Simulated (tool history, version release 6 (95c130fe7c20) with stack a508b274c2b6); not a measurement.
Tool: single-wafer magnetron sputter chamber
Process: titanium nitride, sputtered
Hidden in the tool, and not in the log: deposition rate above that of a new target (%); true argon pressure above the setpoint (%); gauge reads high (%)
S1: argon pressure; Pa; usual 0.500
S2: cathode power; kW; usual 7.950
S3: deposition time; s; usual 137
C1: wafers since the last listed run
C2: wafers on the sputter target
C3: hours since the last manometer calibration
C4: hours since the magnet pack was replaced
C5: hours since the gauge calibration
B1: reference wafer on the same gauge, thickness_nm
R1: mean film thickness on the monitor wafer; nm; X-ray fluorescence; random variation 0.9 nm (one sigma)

run    hour     S1     S2   S3    C1    C2      C3      C4      C5       B1       R1
  1     0.0  0.500  7.950  137     0   926   723.6  4553.4   896.8  204.898  192.427
  2    48.7  0.500  7.950  137   527  1453   772.3  4602.1   945.5  204.791  192.840
  3    90.2  0.500  7.950  137   449  1902   813.8  4643.6   987.0  205.044  191.076
  4   157.9  0.500  7.950  137   732  2635   881.5  4711.3  1054.7  205.190  192.112
  5   182.3  0.500  7.950  137   264  2900   905.9  4735.7  1079.1  205.086  189.883
      290.0  -- sputter target and shields replaced
  6   307.7  0.500  7.950  137  1271   192  1031.3  4861.1  1204.5  205.044  191.877
  7   341.5  0.624  7.950  137   365   558  1065.1  4894.9  1238.3  204.900  185.903
  8   402.7  0.500  7.950  137   662  1220  1126.3  4956.1  1299.5  204.930  192.176
      439.9  -- magnet pack replaced
      463.8  -- gauge calibrated
      505.1  -- capacitance manometer re-zeroed and calibrated
  9   614.3  0.500  7.950  137  2117  3338   109.2   174.4   150.5  204.851  188.918
      644.9  -- sputter target and shields replaced
 10   684.5  0.500  7.950  137   673   428   179.4   244.6   220.7  205.116  190.709
 11   746.8  0.387  7.950  164   674  1103   241.7   306.9   283.0  205.372  237.849
 12   814.0  0.500  7.950  137   727  1830   308.9   374.1   350.2  205.165  192.207
 13   859.0  0.400  9.250  137   487  2317   353.9   419.1   395.2  204.936  226.416
 14   926.7  0.570  7.950  137   732  3050   421.6   486.8   462.9  205.012  185.575
      946.5  -- sputter target and shields replaced
 15   986.1  0.500  7.950  137   556   429   481.0   546.2   522.3  205.304  190.207
 16  1038.0  0.557  7.950  137   561   991   532.9   598.1   574.2  204.892  190.119
 17  1085.8  0.500  7.300  111   517  1508   580.7   645.9   622.0  204.881  141.924
 18  1146.2  0.660  7.950  156   653  2162   641.1   706.3   682.4  205.144  209.277
 19  1192.1  0.500  7.950  137   496  2659   687.0   752.2   728.3  204.655  189.357
 20  1256.0  0.500  7.950  137   691  3351   750.9   816.1   792.2  204.788  186.518
     1275.3  -- sputter target and shields replaced
 21  1320.7  0.566  9.600  124   613   491   815.6   880.8   856.9  204.859  207.743

Forecast each of these 3 alternatives for the next run:
  A  1321.1  0.431  7.950  137   4  495  816.0  881.2  857.3   ?   ?
  B  1321.1  0.340  7.400  156   4  495  816.0  881.2  857.3   ?   ?
  C  1321.1  0.500  7.950  112   4  495  816.0  881.2  857.3   ?   ?

run       B1       R1
  A  204.923  195.574
  B  204.923  212.157
  C  204.923  157.118
Without the tool's hidden state the same runs would have given:
run       R1
  A  195.776
  B  212.376
  C  157.280
